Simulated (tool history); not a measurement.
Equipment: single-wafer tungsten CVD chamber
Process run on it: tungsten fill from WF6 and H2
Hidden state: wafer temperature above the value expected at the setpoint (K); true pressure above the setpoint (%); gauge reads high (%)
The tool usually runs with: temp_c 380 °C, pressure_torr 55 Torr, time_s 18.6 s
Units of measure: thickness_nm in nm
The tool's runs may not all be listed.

run,hour,temp_c,pressure_torr,time_s,wafers since the last listed run,hours since the last thermocouple change,hours since the last manometer calibration,hours since the showerhead was replaced,hours since the gauge calibration,"read-back reference wafer on the same gauge, thickness_nm",thickness_nm
1,0,380,50.3,18.6,0,1607.5,787.5,4122.3,55,39.791,56.586
2,14.7,380,50.3,18.6,373,1622.2,802.2,4137,69.7,39.882,55.849
3,32,380,50.3,18.6,439,1639.5,819.5,4154.3,87,39.776,56.217
4,46.8,380,55,18.6,376,1654.3,834.3,4169.1,101.8,39.872,57.939
5,62.9,380,47.6,18.6,409,1670.4,850.4,4185.2,117.9,39.805,55.721
6,82.2,380,47.6,18.6,490,1689.7,869.7,4204.5,137.2,39.836,55.871
7,99.2,380,47.6,18.6,432,1706.7,886.7,4221.5,154.2,39.827,55.606
8,111.9,373,55,18.6,322,1719.4,899.4,4234.2,166.9,39.785,49.467
9,125.1,373,55,18.6,335,1732.6,912.6,4247.4,180.1,39.851,49.605
# hour 156.5: thermocouple changed; heater temperature recalibrated
10,159.9,371,55,21.1,681,3.4,947.4,4282.2,214.9,39.85,44.431
11,176.6,371,55,21.1,424,20.1,964.1,4298.9,231.6,39.783,44.444
12,186.3,371,55,21.1,246,29.8,973.8,4308.6,241.3,39.816,44.746
13,192.9,380,55,20.8,167,36.4,980.4,4315.2,247.9,39.792,54.703
14,210.7,380,55,20.8,452,54.2,998.2,4333,265.7,39.827,54.929
15,221,380,55,19.5,261,64.5,1008.5,4343.3,276,39.874,50.97
16,235.1,380,66.3,20.2,358,78.6,1022.6,4357.4,290.1,39.783,55.56
17,246.6,374,49.9,20,292,90.1,1034.1,4368.9,301.6,39.755,44.75
# hour 255.7: capacitance manometer re-zeroed and calibrated
18,259.1,380,55,18.6,114,102.6,3.4,4381.4,314.1,39.842,48.867
# hour 276.2: gauge calibrated
# hour 278.6: showerhead replaced, of another model than before
19,279.1,380,55,15.9,304,122.6,23.4,0.5,2.9,39.826,41.694
20,288.5,390,49.1,21.6,238,132,32.8,9.9,12.3,39.79,70.371
21,302.2,384,48.2,18.6,348,145.7,46.5,23.6,26,39.773,52.776
22,315.2,380,45.9,17.3,330,158.7,59.5,36.6,39,39.804,44.365
23,327.9,380,55,18.6,322,171.4,72.2,49.3,51.7,39.704,49.238
24,334.9,380,42.1,18.6,177,178.4,79.2,56.3,58.7,39.843,47.225
25,343.8,393,48,18.6,226,187.3,88.1,65.2,67.6,39.866,64.923
26,354.4,369,55,17.3,269,197.9,98.7,75.8,78.2,39.817,35.418
27,364.6,380,55,18.6,259,208.1,108.9,86,88.4,39.805,49.353
28,381.5,380,55,18.6,429,225,125.8,102.9,105.3,39.715,49.861
29,396.9,380,59.8,18.6,391,240.4,141.2,118.3,120.7,39.811,50.432

What differs in the tool's unlogged condition from the final listed run ahead of each entry between runs to the first listed run following it?
Run 9 -> run 10: thermocouple changed; heater temperature recalibrated (hour 156.5)
  wafer temperature above the value expected at the setpoint (K): 7.32 -> -0.552
  measured less the result without the state, thickness_nm: +7.847 -> -0.601 nm
Run 17 -> run 18: capacitance manometer re-zeroed and calibrated (hour 255.7)
  wafer temperature above the value expected at the setpoint (K): -0.224 -> -0.177
  measured less the result without the state, thickness_nm: -0.239 -> -0.201 nm
Run 18 -> run 19: gauge calibrated (hour 276.2); showerhead replaced, of another model than before (hour 278.6)
  wafer temperature above the value expected at the setpoint (K): -0.177 -> -0.101
  measured less the result without the state, thickness_nm: -0.201 -> -0.099 nm

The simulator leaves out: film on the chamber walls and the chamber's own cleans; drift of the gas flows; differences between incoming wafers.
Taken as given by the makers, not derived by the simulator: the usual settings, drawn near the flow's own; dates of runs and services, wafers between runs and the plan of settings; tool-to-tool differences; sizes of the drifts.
